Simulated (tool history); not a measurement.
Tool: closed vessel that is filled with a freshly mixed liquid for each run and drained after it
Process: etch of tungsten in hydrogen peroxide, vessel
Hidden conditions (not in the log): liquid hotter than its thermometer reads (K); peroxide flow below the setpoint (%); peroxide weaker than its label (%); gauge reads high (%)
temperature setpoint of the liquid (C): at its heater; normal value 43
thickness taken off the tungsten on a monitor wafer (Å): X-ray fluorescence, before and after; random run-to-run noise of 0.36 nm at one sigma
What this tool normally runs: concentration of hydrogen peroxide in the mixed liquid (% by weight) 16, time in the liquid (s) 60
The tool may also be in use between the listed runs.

run    hour  temperature setpoint of the liquid (C)  concentration of hydrogen peroxide in the mixed liquid (% by weight)  time in the liquid (s)  wafers since the last listed run  hours since the thermometer was replaced  hours since the peroxide flow meter was replaced  hours since the drum of peroxide was connected  hours since the gauge calibration  read-back film thickness of the tungsten reference wafer, read on the same gauge (nm)  thickness taken off the tungsten on a monitor wafer (Å)
  1       0                                      43                                                                    16                      60                                 0                                    1505.2                                            1492.5                                            34.5                              739.4                                                                                  79.98                                                      416
  2    26.6                                      43                                                                  12.5                      70                              3287                                    1531.8                                            1519.1                                            61.1                                766                                                                                     80                                                    431.3
  3    72.4                                      43                                                                  12.5                      70                              5660                                    1577.6                                            1564.9                                           106.9                              811.8                                                                                     80                                                    441.7
  4   105.6                                      43                                                                  12.5                      70                              4103                                    1610.8                                            1598.1                                           140.1                                845                                                                                     80                                                    434.7
  5   134.4                                      43                                                                    18                      80                              3559                                    1639.6                                            1626.9                                           168.9                              873.8                                                                                  80.01                                                    600.3
  6   162.8                                      43                                                                    18                      80                              3509                                      1668                                            1655.3                                           197.3                              902.2                                                                                     80                                                    589.3
  7   348.4                                      43                                                                  19.5                      60                             22937                                    1853.6                                            1840.9                                           382.9                             1087.8                                                                                  80.03                                                    464.7
  8   383.3                                      43                                                                  19.5                      60                              4313                                    1888.5                                            1875.8                                           417.8                             1122.7                                                                                  79.98                                                    456.5
      419.9  -- new drum of peroxide connected
  9   453.2                                      43                                                                  19.5                      60                              8515                                    1958.4                                            1945.7                                            33.3                             1192.6                                                                                  79.98                                                    463.6
 10   504.2                                      43                                                                    16                      60                              6302                                    2009.4                                            1996.7                                            84.3                             1243.6                                                                                  80.02                                                    414.4
 11   541.1                                      50                                                                    16                      60                              4560                                    2046.3                                            2033.6                                           121.2                             1280.5                                                                                     80                                                    642.3
 12   595.2                                      39                                                                  14.5                      85                              6686                                    2100.4                                            2087.7                                           175.3                             1334.6                                                                                  79.99                                                    427.8
 13   634.6                                      35                                                                  20.5                      60                              4869                                    2139.8                                            2127.1                                           214.7                               1374                                                                                  80.05                                                    281.3
 14   666.8                                    35.5                                                                    16                      90                              3979                                      2172                                            2159.3                                           246.9                             1406.2                                                                                  80.01                                                      379
      676.3  -- peroxide flow meter replaced
 15   725.7                                    52.5                                                                  12.5                      90                              7155                                    2230.9                                              49.4                                           305.8                             1465.1                                                                                  80.01                                                   1043.1
 16   787.5                                      43                                                                    16                      35                              7637                                    2292.7                                             111.2                                           367.6                             1526.9                                                                                     80                                                    252.7
 17   826.9                                    45.5                                                                  14.5                      45                              4869                                    2332.1                                             150.6                                             407                             1566.3                                                                                  79.98                                                    364.2
 18   883.9                                      43                                                                    18                      80                              7044                                    2389.1                                             207.6                                             464                             1623.3                                                                                     80                                                    610.6
        888  -- gauge calibrated
 19   932.2                                      33                                                                    16                      60                              5969                                    2437.4                                             255.9                                           512.3                               44.2                                                                                  79.98                                                    220.7
      936.3  -- new drum of peroxide connected
      966.9  -- thermometer replaced
 20   967.4                                      37                                                                    19                      60                              4103                                       0.5                                             291.1                                            31.1                               79.4                                                                                     80                                                    321.6
 21  1004.5                                      43                                                                    16                      60                              4585                                      37.6                                             328.2                                            68.2                              116.5                                                                                  80.05                                                    432.7
 22  1052.4                                    38.5                                                                    14                      40                              5919                                      85.5                                             376.1                                           116.1                              164.4                                                                                     80                                                    200.2
 23  1092.8                                      48                                                                  14.5                      85                              4992                                     125.9                                             416.5                                           156.5                              204.8                                                                                  80.02                                                    791.2
 24  1133.2                                      43                                                                    16                      60                              4992                                     166.3                                             456.9                                           196.9                              245.2                                                                                  79.95                                                    432.5
 25  1197.3                                      43                                                                  13.5                      75                              7921                                     230.4                                               521                                             261                              309.3                                                                                  80.02                                                    486.6
 26  1224.5                                      40                                                                    16                      35                              3361                                     257.6                                             548.2                                           288.2                              336.5                                                                                     80                                                      206
 27  1261.9                                    34.5                                                                    16                      90                              4622                                       295                                             585.6                                           325.6                              373.9                                                                                  80.02                                                    369.4
 28  1288.9                                      43                                                                    16                      60                              3336                                       322                                             612.6                                           352.6                              400.9                                                                                  80.01                                                      433
 29  1416.9                                      50                                                                    16                      30                             15819                                       450                                             740.6                                           480.6                              528.9                                                                                  79.98                                                    329.2

Run by run, hidden condition taken away, random variation retained:
run  thickness taken off the tungsten on a monitor wafer (Å)
  1                                                    431.4
  2                                                    447.6
  3                                                    458.9
  4                                                      452
  5                                                    624.7
  6                                                    613.7
  7                                                    486.1
  8                                                      478
  9                                                    486.3
 10                                                    435.2
 11                                                    675.2
 12                                                    450.3
 13                                                    296.4
 14                                                    399.6
 15                                                   1048.1
 16                                                    254.3
 17                                                    366.9
 18                                                    615.8
 19                                                    222.8
 20                                                      325
 21                                                    437.6
 22                                                    202.7
 23                                                    801.9
 24                                                    438.7
 25                                                    494.4
 26                                                    209.5
 27                                                    375.9
 28                                                    440.9
 29                                                    336.2
